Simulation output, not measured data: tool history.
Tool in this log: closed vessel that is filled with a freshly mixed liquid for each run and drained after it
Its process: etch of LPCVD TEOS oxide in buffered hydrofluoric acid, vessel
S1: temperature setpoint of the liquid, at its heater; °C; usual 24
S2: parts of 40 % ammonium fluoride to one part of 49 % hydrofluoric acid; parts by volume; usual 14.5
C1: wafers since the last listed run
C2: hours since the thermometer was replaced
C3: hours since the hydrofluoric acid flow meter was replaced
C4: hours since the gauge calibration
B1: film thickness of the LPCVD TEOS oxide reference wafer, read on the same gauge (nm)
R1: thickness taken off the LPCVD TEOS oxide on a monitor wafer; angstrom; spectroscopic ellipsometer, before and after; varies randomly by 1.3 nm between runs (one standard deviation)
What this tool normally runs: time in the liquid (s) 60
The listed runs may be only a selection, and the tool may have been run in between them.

{"run": 1, "hour": 0.0, "S1": 26.5, "S2": 14.5, "time in the liquid (s)": 60, "C1": 0, "C2": 1190.1, "C3": 253.1, "C4": 585.7, "B1": 89.99, "R1": 1615.8}
{"run": 2, "hour": 23.5, "S1": 24, "S2": 18.5, "time in the liquid (s)": 60, "C1": 1893, "C2": 1213.6, "C3": 276.6, "C4": 609.2, "B1": 90, "R1": 1101.2}
{"run": 3, "hour": 37.6, "S1": 24, "S2": 18.5, "time in the liquid (s)": 60, "C1": 1136, "C2": 1227.7, "C3": 290.7, "C4": 623.3, "B1": 89.97, "R1": 1104.6}
{"run": 4, "hour": 61.3, "S1": 24, "S2": 14.5, "time in the liquid (s)": 60, "C1": 1910, "C2": 1251.4, "C3": 314.4, "C4": 647, "B1": 90, "R1": 1427.2}
{"run": 5, "hour": 81.8, "S1": 24, "S2": 14.5, "time in the liquid (s)": 60, "C1": 1652, "C2": 1271.9, "C3": 334.9, "C4": 667.5, "B1": 90.01, "R1": 1423.9}
{"run": 6, "hour": 100.0, "S1": 27.5, "S2": 16.5, "time in the liquid (s)": 60, "C1": 1466, "C2": 1290.1, "C3": 353.1, "C4": 685.7, "B1": 90.03, "R1": 1506.5}
{"run": 7, "hour": 112.5, "S1": 27.5, "S2": 16.5, "time in the liquid (s)": 60, "C1": 1007, "C2": 1302.6, "C3": 365.6, "C4": 698.2, "B1": 90, "R1": 1533.8}
{"run": 8, "hour": 217.2, "S1": 24, "S2": 14.5, "time in the liquid (s)": 70, "C1": 8438, "C2": 1407.3, "C3": 470.3, "C4": 802.9, "B1": 90, "R1": 1681.2}
{"hour": 236.4, "done": "gauge calibrated"}
{"run": 9, "hour": 251.1, "S1": 24, "S2": 14.5, "time in the liquid (s)": 60, "C1": 2732, "C2": 1441.2, "C3": 504.2, "C4": 14.7, "B1": 90.02, "R1": 1458.7}
{"run": 10, "hour": 283.3, "S1": 24, "S2": 14.5, "time in the liquid (s)": 60, "C1": 2595, "C2": 1473.4, "C3": 536.4, "C4": 46.9, "B1": 90.01, "R1": 1457.7}
{"run": 11, "hour": 317.3, "S1": 24, "S2": 14.5, "time in the liquid (s)": 60, "C1": 2740, "C2": 1507.4, "C3": 570.4, "C4": 80.9, "B1": 90.02, "R1": 1440.8}
{"run": 12, "hour": 346.0, "S1": 24, "S2": 14.5, "time in the liquid (s)": 60, "C1": 2313, "C2": 1536.1, "C3": 599.1, "C4": 109.6, "B1": 89.99, "R1": 1466.7}
{"run": 13, "hour": 363.5, "S1": 24, "S2": 14.5, "time in the liquid (s)": 60, "C1": 1410, "C2": 1553.6, "C3": 616.6, "C4": 127.1, "B1": 90.01, "R1": 1474.8}
{"run": 14, "hour": 388.4, "S1": 24, "S2": 14.5, "time in the liquid (s)": 60, "C1": 2006, "C2": 1578.5, "C3": 641.5, "C4": 152, "B1": 90.02, "R1": 1451.3}
{"run": 15, "hour": 442.9, "S1": 24, "S2": 11.5, "time in the liquid (s)": 70, "C1": 4392, "C2": 1633, "C3": 696, "C4": 206.5, "B1": 90, "R1": 2197.3}
{"hour": 452.2, "done": "thermometer replaced"}
{"run": 16, "hour": 470.9, "S1": 28.5, "S2": 10, "time in the liquid (s)": 50, "C1": 2176, "C2": 18.7, "C3": 724, "C4": 234.5, "B1": 89.99, "R1": 2189.2}
{"run": 17, "hour": 497.7, "S1": 24, "S2": 14.5, "time in the liquid (s)": 60, "C1": 2159, "C2": 45.5, "C3": 750.8, "C4": 261.3, "B1": 90, "R1": 1466.9}
{"hour": 499.8, "done": "hydrofluoric acid flow meter replaced"}
{"run": 18, "hour": 531.2, "S1": 24, "S2": 14.5, "time in the liquid (s)": 60, "C1": 2619, "C2": 79, "C3": 31.4, "C4": 294.8, "B1": 90, "R1": 1382.1}
{"run": 19, "hour": 551.5, "S1": 24, "S2": 16.5, "time in the liquid (s)": 60, "C1": 1636, "C2": 99.3, "C3": 51.7, "C4": 315.1, "B1": 90.02, "R1": 1196.4}
{"run": 20, "hour": 575.8, "S1": 20.5, "S2": 12, "time in the liquid (s)": 60, "C1": 1958, "C2": 123.6, "C3": 76, "C4": 339.4, "B1": 90, "R1": 1371.3}
{"run": 21, "hour": 624.2, "S1": 24, "S2": 12, "time in the liquid (s)": 60, "C1": 3900, "C2": 172, "C3": 124.4, "C4": 387.8, "B1": 90, "R1": 1694.3}
{"run": 22, "hour": 645.7, "S1": 24, "S2": 14.5, "time in the liquid (s)": 60, "C1": 1732, "C2": 193.5, "C3": 145.9, "C4": 409.3, "B1": 90, "R1": 1383.9}
{"run": 23, "hour": 660.1, "S1": 28.5, "S2": 14.5, "time in the liquid (s)": 60, "C1": 1160, "C2": 207.9, "C3": 160.3, "C4": 423.7, "B1": 89.99, "R1": 1788}
{"run": 24, "hour": 689.8, "S1": 24, "S2": 9.5, "time in the liquid (s)": 75, "C1": 2393, "C2": 237.6, "C3": 190, "C4": 453.4, "B1": 89.99, "R1": 2549.1}
{"run": 25, "hour": 723.4, "S1": 22.5, "S2": 20, "time in the liquid (s)": 60, "C1": 2707, "C2": 271.2, "C3": 223.6, "C4": 487, "B1": 90, "R1": 950.8}
{"run": 26, "hour": 755.7, "S1": 24, "S2": 14.5, "time in the liquid (s)": 60, "C1": 2603, "C2": 303.5, "C3": 255.9, "C4": 519.3, "B1": 90.01, "R1": 1413}
{"run": 27, "hour": 769.3, "S1": 26, "S2": 10.5, "time in the liquid (s)": 30, "C1": 1096, "C2": 317.1, "C3": 269.5, "C4": 532.9, "B1": 89.98, "R1": 1080}
{"run": 28, "hour": 782.0, "S1": 26, "S2": 10.5, "time in the liquid (s)": 60, "C1": 1023, "C2": 329.8, "C3": 282.2, "C4": 545.6, "B1": 90.01, "R1": 2169.5}
{"run": 29, "hour": 801.0, "S1": 22, "S2": 17.5, "time in the liquid (s)": 80, "C1": 1531, "C2": 348.8, "C3": 301.2, "C4": 564.6, "B1": 90, "R1": 1421.4}
{"run": 30, "hour": 829.8, "S1": 24, "S2": 14.5, "time in the liquid (s)": 60, "C1": 2321, "C2": 377.6, "C3": 330, "C4": 593.4, "B1": 90.01, "R1": 1424.8}
{"run": 31, "hour": 842.7, "S1": 27, "S2": 13, "time in the liquid (s)": 35, "C1": 1039, "C2": 390.5, "C3": 342.9, "C4": 606.3, "B1": 90, "R1": 1085.1}
{"run": 32, "hour": 862.5, "S1": 20.5, "S2": 14.5, "time in the liquid (s)": 40, "C1": 1595, "C2": 410.3, "C3": 362.7, "C4": 626.1, "B1": 90, "R1": 778.6}
{"run": 33, "hour": 893.1, "S1": 29, "S2": 9.5, "time in the liquid (s)": 95, "C1": 2466, "C2": 440.9, "C3": 393.3, "C4": 656.7, "B1": 90.01, "R1": 4340.3}

Run-by-run hidden state of the tool:
liquid hotter than its thermometer reads (K): 0 at every run
gauge reads high (%): 0 at every run
H1: hydrofluoric acid flow above the setpoint (%)
run=1 H1=4.19
run=2 H1=4.53
run=3 H1=4.73
run=4 H1=5.07
run=5 H1=5.37
run=6 H1=5.63
run=7 H1=5.81
run=8 H1=7.32
run=9 H1=7.81
run=10 H1=8.28
run=11 H1=8.77
run=12 H1=9.18
run=13 H1=9.43
run=14 H1=9.79
run=15 H1=10.6
run=16 H1=11
run=17 H1=11.4
run=18 H1=1.09
run=19 H1=1.38
run=20 H1=1.73
run=21 H1=2.43
run=22 H1=2.74
run=23 H1=2.95
run=24 H1=3.38
run=25 H1=3.86
run=26 H1=4.33
run=27 H1=4.52
run=28 H1=4.71
run=29 H1=4.98
run=30 H1=5.4
run=31 H1=5.58
run=32 H1=5.87
run=33 H1=6.31
